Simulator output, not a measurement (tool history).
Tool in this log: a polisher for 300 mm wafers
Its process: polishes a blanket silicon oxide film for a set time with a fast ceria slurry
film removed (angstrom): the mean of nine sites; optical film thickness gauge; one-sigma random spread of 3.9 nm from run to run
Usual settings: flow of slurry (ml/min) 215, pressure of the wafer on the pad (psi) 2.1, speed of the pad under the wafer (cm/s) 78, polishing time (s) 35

| run | hour | flow of slurry (ml/min) | pressure of the wafer on the pad (psi) | speed of the pad under the wafer (cm/s) | polishing time (s) | incoming thickness of the incoming film, nm | film removed (angstrom) |
|---|---|---|---|---|---|---|---|
| 1 | 0 | 215 | 1.9 | 78 | 35 | 2300.9 | 2433 |
| 2 | 16.3 | 215 | 1.9 | 78 | 35 | 2333.3 | 2405 |
| 3 | 33.4 | 215 | 1.9 | 78 | 35 | 2334 | 2367 |
| 4 | 39.5 | 215 | 1.8 | 78 | 35 | 2301.5 | 2287 |
| 5 | 54.3 | 215 | 1.8 | 78 | 35 | 2331.1 | 2160 |
|  | 63.4 | worn pad replaced by a new one |
| 6 | 68.1 | 215 | 1.8 | 78 | 35 | 2309.2 | 2217 |
| 7 | 83.5 | 215 | 2.1 | 78 | 35 | 2329.3 | 2586 |
| 8 | 98.2 | 215 | 2.1 | 78 | 35 | 2339.2 | 2570 |
| 9 | 114.6 | 215 | 2.1 | 78 | 35 | 2353.7 | 2555 |
| 10 | 130.5 | 215 | 2.1 | 78 | 35 | 2309.2 | 2529 |
|  | 140.5 | worn pad replaced by a new one |
| 11 | 146.8 | 215 | 2.1 | 78 | 30 | 2290.2 | 2242 |
| 12 | 161.8 | 215 | 2.1 | 78 | 30 | 2309.3 | 2156 |
|  | 168.6 | slurry nozzle cleaned |
| 13 | 171.1 | 215 | 2.1 | 78 | 42 | 2347.3 | 3358 |
| 14 | 194.9 | 215 | 2.1 | 58 | 35 | 2334.6 | 1999 |
|  | 206.3 | worn pad replaced by a new one |
| 15 | 206.8 | 150 | 2.4 | 78 | 35 | 2315.9 | 3005 |
| 16 | 209.7 | 185 | 2.6 | 64 | 41 | 2321.6 | 3235 |
|  | 219.6 | head pressure recalibrated |
| 17 | 220.1 | 150 | 1.9 | 78 | 35 | 2317.6 | 2348 |
| 18 | 234.3 | 215 | 2.1 | 78 | 39 | 2337.5 | 3090 |
| 19 | 244.7 | 215 | 2.1 | 78 | 35 | 2331.1 | 2760 |
|  | 275.4 | worn pad replaced by a new one |
| 20 | 289.9 | 245 | 1.6 | 78 | 35 | 2347.6 | 2193 |
| 21 | 305.4 | 270 | 2.1 | 94 | 35 | 2344.5 | 3376 |
| 22 | 318 | 215 | 1.8 | 78 | 35 | 2373.2 | 2365 |
| 23 | 334.4 | 215 | 1.6 | 78 | 35 | 2340.2 | 2124 |
|  | 341.3 | worn pad replaced by a new one |
| 24 | 344 | 215 | 2.1 | 78 | 35 | 2370 | 2746 |

What does the tool deliver on the next run?
| 25 | 355.8 | 280 | 2.1 | 78 | 35 | 2363.7 | ? |

{"run 25": {"film removed (angstrom)": 2824}}
Take away the tool's hidden state, keep the run-to-run variation as it was, and the same run would have given film removed (angstrom) 2889.
